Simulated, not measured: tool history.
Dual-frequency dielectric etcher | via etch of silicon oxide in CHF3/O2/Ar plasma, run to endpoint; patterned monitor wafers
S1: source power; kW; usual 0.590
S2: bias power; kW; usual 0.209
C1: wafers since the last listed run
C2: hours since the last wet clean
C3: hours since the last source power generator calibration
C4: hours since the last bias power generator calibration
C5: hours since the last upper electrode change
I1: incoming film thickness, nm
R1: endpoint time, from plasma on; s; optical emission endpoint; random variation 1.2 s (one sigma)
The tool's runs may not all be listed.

| run | hour | S1 | S2 | C1 | C2 | C3 | C4 | C5 | I1 | R1 |
|---|---|---|---|---|---|---|---|---|---|---|
| 1 | 0.0 | 0.590 | 0.209 | 0 | 307.3 | 330.1 | 1990.0 | 2538.0 | 583.2 | 273.4 |
| 2 | 58.8 | 0.590 | 0.209 | 239 | 366.1 | 388.9 | 2048.8 | 2596.8 | 597.6 | 279.1 |
| 3 | 96.6 | 0.590 | 0.196 | 153 | 403.9 | 426.7 | 2086.6 | 2634.6 | 587.9 | 282.2 |
|  | 210.6 | wet clean of the chamber |
| 4 | 211.1 | 0.590 | 0.196 | 368 | 0.5 | 541.2 | 2201.1 | 2749.1 | 588.2 | 281.8 |
| 5 | 260.4 | 0.590 | 0.196 | 200 | 49.8 | 590.5 | 2250.4 | 2798.4 | 591.5 | 285.7 |
| 6 | 326.0 | 0.590 | 0.209 | 267 | 115.4 | 656.1 | 2316.0 | 2864.0 | 586.0 | 273.0 |
| 7 | 422.3 | 0.590 | 0.220 | 392 | 211.7 | 752.4 | 2412.3 | 2960.3 | 593.3 | 270.3 |
| 8 | 524.8 | 0.590 | 0.220 | 417 | 314.2 | 854.9 | 2514.8 | 3062.8 | 594.4 | 270.0 |
| 9 | 630.5 | 0.670 | 0.189 | 430 | 419.9 | 960.6 | 2620.5 | 3168.5 | 591.8 | 278.7 |
| 10 | 689.6 | 0.590 | 0.209 | 240 | 479.0 | 1019.7 | 2679.6 | 3227.6 | 594.3 | 276.6 |
| 11 | 779.0 | 0.590 | 0.209 | 363 | 568.4 | 1109.1 | 2769.0 | 3317.0 | 584.6 | 272.9 |
|  | 858.3 | wet clean of the chamber |
| 12 | 862.5 | 0.530 | 0.163 | 242 | 4.2 | 1192.6 | 2852.5 | 3400.5 | 589.3 | 326.2 |
|  | 953.0 | bias power generator calibrated |
| 13 | 953.5 | 0.740 | 0.241 | 354 | 95.2 | 1283.6 | 0.5 | 3491.5 | 599.0 | 241.5 |
|  | 988.6 | upper electrode replaced |
| 14 | 1034.1 | 0.590 | 0.209 | 230 | 175.8 | 1364.2 | 81.1 | 45.5 | 595.5 | 276.6 |
| 15 | 1076.7 | 0.700 | 0.249 | 173 | 218.4 | 1406.8 | 123.7 | 88.1 | 585.5 | 234.6 |
| 16 | 1158.5 | 0.680 | 0.183 | 333 | 300.2 | 1488.6 | 205.5 | 169.9 | 585.9 | 276.8 |
|  | 1224.3 | source power generator calibrated |
| 17 | 1254.9 | 0.470 | 0.171 | 376 | 396.6 | 30.6 | 301.9 | 266.3 | 588.9 | 331.1 |
|  | 1355.1 | wet clean of the chamber |
| 18 | 1361.1 | 0.660 | 0.174 | 334 | 6.0 | 136.8 | 408.1 | 372.5 | 587.0 | 285.4 |
| 19 | 1418.9 | 0.590 | 0.225 | 235 | 63.8 | 194.6 | 465.9 | 430.3 | 591.8 | 266.6 |
| 20 | 1486.9 | 0.590 | 0.183 | 276 | 131.8 | 262.6 | 533.9 | 498.3 | 590.5 | 294.1 |
| 21 | 1550.3 | 0.520 | 0.224 | 258 | 195.2 | 326.0 | 597.3 | 561.7 | 589.6 | 277.5 |
| 22 | 1634.7 | 0.660 | 0.209 | 343 | 279.6 | 410.4 | 681.7 | 646.1 | 588.1 | 264.3 |
| 23 | 1806.3 | 0.590 | 0.209 | 698 | 451.2 | 582.0 | 853.3 | 817.7 | 596.4 | 278.9 |

5 ways to go on from here, each from the tool as it stands after run 23. What would each give?
| A | 1806.8 | 0.590 | 0.237 | 2 | 451.7 | 582.5 | 853.8 | 818.2 | 590.7 | ? |
| B | 1806.8 | 0.670 | 0.260 | 2 | 451.7 | 582.5 | 853.8 | 818.2 | 590.7 | ? |
| C | 1806.8 | 0.590 | 0.180 | 2 | 451.7 | 582.5 | 853.8 | 818.2 | 590.7 | ? |
| D | 1806.8 | 0.690 | 0.228 | 2 | 451.7 | 582.5 | 853.8 | 818.2 | 590.7 | ? |
| E | 1806.8 | 0.670 | 0.224 | 2 | 451.7 | 582.5 | 853.8 | 818.2 | 590.7 | ? |

| run | R1 |
|---|---|
| A | 260.0 |
| B | 237.8 |
| C | 298.0 |
| D | 250.7 |
| E | 255.5 |
Without the tool's hidden state the same runs would have given:
| run | R1 |
|---|---|
| A | 260.0 |
| B | 237.8 |
| C | 298.0 |
| D | 250.7 |
| E | 255.5 |
